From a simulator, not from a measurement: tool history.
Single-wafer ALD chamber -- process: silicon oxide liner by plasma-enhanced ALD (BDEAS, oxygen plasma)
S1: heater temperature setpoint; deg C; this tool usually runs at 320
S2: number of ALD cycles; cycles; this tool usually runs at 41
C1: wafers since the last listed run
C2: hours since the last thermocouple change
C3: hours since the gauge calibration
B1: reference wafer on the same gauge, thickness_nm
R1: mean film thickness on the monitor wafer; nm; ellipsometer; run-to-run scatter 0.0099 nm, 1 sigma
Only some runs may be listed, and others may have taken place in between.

run 1 hour=0.0 | S1=320 S2=41 | C1=0 C2=1654.0 C3=764.9 | B1=3.356 | R1=4.031
run 2 hour=52.4 | S1=327 S2=46 | C1=520 C2=1706.4 C3=817.3 | B1=3.360 | R1=4.486
run 3 hour=118.3 | S1=320 S2=41 | C1=655 C2=1772.3 C3=883.2 | B1=3.365 | R1=4.028
run 4 hour=153.7 | S1=320 S2=41 | C1=351 C2=1807.7 C3=918.6 | B1=3.365 | R1=4.037
run 5 hour=202.6 | S1=317 S2=47 | C1=486 C2=1856.6 C3=967.5 | B1=3.367 | R1=4.676
run 6 hour=255.5 | S1=320 S2=41 | C1=525 C2=1909.5 C3=1020.4 | B1=3.372 | R1=4.041
run 7 hour=309.3 | S1=330 S2=41 | C1=534 C2=1963.3 C3=1074.2 | B1=3.372 | R1=3.970
run 8 hour=344.0 | S1=330 S2=41 | C1=344 C2=1998.0 C3=1108.9 | B1=3.377 | R1=3.983
-- hour=387.8 thermocouple changed; heater temperature recalibrated
run 9 hour=388.3 | S1=330 S2=41 | C1=360 C2=0.5 C3=1153.2 | B1=3.381 | R1=3.987
-- hour=448.1 gauge calibrated
run 10 hour=591.6 | S1=329 S2=41 | C1=2021 C2=203.8 C3=143.5 | B1=3.298 | R1=3.895
run 11 hour=622.3 | S1=315 S2=33 | C1=305 C2=234.5 C3=174.2 | B1=3.302 | R1=3.211
run 12 hour=688.4 | S1=330 S2=36 | C1=657 C2=300.6 C3=240.3 | B1=3.307 | R1=3.433
run 13 hour=754.2 | S1=307 S2=33 | C1=654 C2=366.4 C3=306.1 | B1=3.310 | R1=3.272
run 14 hour=778.7 | S1=320 S2=41 | C1=243 C2=390.9 C3=330.6 | B1=3.314 | R1=3.956
run 15 hour=891.9 | S1=320 S2=47 | C1=1125 C2=504.1 C3=443.8 | B1=3.318 | R1=4.572
run 16 hour=953.5 | S1=320 S2=41 | C1=612 C2=565.7 C3=505.4 | B1=3.321 | R1=3.999
run 17 hour=981.7 | S1=328 S2=49 | C1=280 C2=593.9 C3=533.6 | B1=3.324 | R1=4.683
run 18 hour=1017.5 | S1=324 S2=38 | C1=355 C2=629.7 C3=569.4 | B1=3.326 | R1=3.673
run 19 hour=1072.8 | S1=320 S2=41 | C1=549 C2=685.0 C3=624.7 | B1=3.330 | R1=4.009
run 20 hour=1117.3 | S1=309 S2=49 | C1=442 C2=729.5 C3=669.2 | B1=3.329 | R1=4.882
run 21 hour=1154.8 | S1=316 S2=46 | C1=372 C2=767.0 C3=706.7 | B1=3.341 | R1=4.544

Branching from run 21: 5 alternative next runs. What would each branch give?
run A hour=1155.3 | S1=324 S2=41 | C1=4 C2=767.5 C3=707.2 | B1=? | R1=?
run B hour=1155.3 | S1=314 S2=41 | C1=4 C2=767.5 C3=707.2 | B1=? | R1=?
run C hour=1155.3 | S1=327 S2=41 | C1=4 C2=767.5 C3=707.2 | B1=? | R1=?
run D hour=1155.3 | S1=324 S2=33 | C1=4 C2=767.5 C3=707.2 | B1=? | R1=?
run E hour=1155.3 | S1=326 S2=43 | C1=4 C2=767.5 C3=707.2 | B1=? | R1=?

run=A B1=3.335 R1=3.990
run=B B1=3.335 R1=4.056
run=C B1=3.335 R1=3.970
run=D B1=3.335 R1=3.211
run=E B1=3.335 R1=4.171
Stripped of hidden state, with their random variation kept, the same runs would have yielded:
run=A R1=3.947
run=B R1=4.012
run=C R1=3.928
run=D R1=3.177
run=E R1=4.126
